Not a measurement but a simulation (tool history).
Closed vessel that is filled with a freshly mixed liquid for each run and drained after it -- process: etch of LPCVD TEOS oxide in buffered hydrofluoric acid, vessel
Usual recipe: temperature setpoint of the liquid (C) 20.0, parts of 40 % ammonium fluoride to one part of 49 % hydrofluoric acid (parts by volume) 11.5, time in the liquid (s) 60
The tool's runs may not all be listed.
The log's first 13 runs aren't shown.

run	hour	temperature setpoint of the liquid (C)	parts of 40 % ammonium fluoride to one part of 49 % hydrofluoric acid (parts by volume)	time in the liquid (s)	read-back film thickness of the LPCVD TEOS oxide reference wafer, read on the same gauge (nm)	thickness taken off the LPCVD TEOS oxide on a monitor wafer (Å)
14	367.1	22.0	9.5	45	69.97	1603.2
15	383.0	20.0	11.5	60	69.97	1646.8
16	403.2	20.0	11.5	60	69.99	1639.5
17	424.1	20.0	11.5	60	69.98	1640.9
# hour 431.4: hydrofluoric acid flow meter replaced
18	439.4	17.5	14.5	30	69.98	520.4
19	474.1	20.0	11.5	60	70.00	1516.8
20	492.8	22.0	7.5	60	69.99	2548.4
21	505.7	24.0	14.5	60	69.98	1503.9
22	527.3	17.0	15.5	85	69.99	1346.0
23	543.3	20.0	11.5	80	70.02	2011.7
24	577.5	17.0	11.5	35	70.00	750.8
25	602.2	20.0	11.5	60	70.02	1520.3
26	615.4	24.5	8.5	80	69.98	3420.7
27	647.0	22.5	10.0	40	70.00	1338.8
28	664.7	22.5	15.0	80	70.01	1810.7
29	694.9	20.0	11.5	60	70.00	1535.9
30	770.8	22.5	11.5	45	70.04	1324.6
31	789.1	20.0	15.0	60	70.01	1192.8
32	803.6	17.0	11.5	60	69.98	1295.0

5 options for the next run, each taken on its own from the tool as it stands now. Forecast them:
A	804.3	20.0	13.5	60	?	?
B	804.3	18.5	14.5	60	?	?
C	804.3	20.0	9.5	60	?	?
D	804.3	20.0	8.5	60	?	?
E	804.3	18.5	10.0	85	?	?

run	read-back film thickness of the LPCVD TEOS oxide reference wafer, read on the same gauge (nm)	thickness taken off the LPCVD TEOS oxide on a monitor wafer (Å)
A	70.05	1326.6
B	70.05	1136.6
C	70.05	1824.4
D	70.05	2026.8
E	70.05	2299.9
Stripped of hidden state, with their random variation kept, the same runs would have yielded:
run	thickness taken off the LPCVD TEOS oxide on a monitor wafer (Å)
A	1300.9
B	1114.4
C	1801.6
D	1983.3
E	2271.0
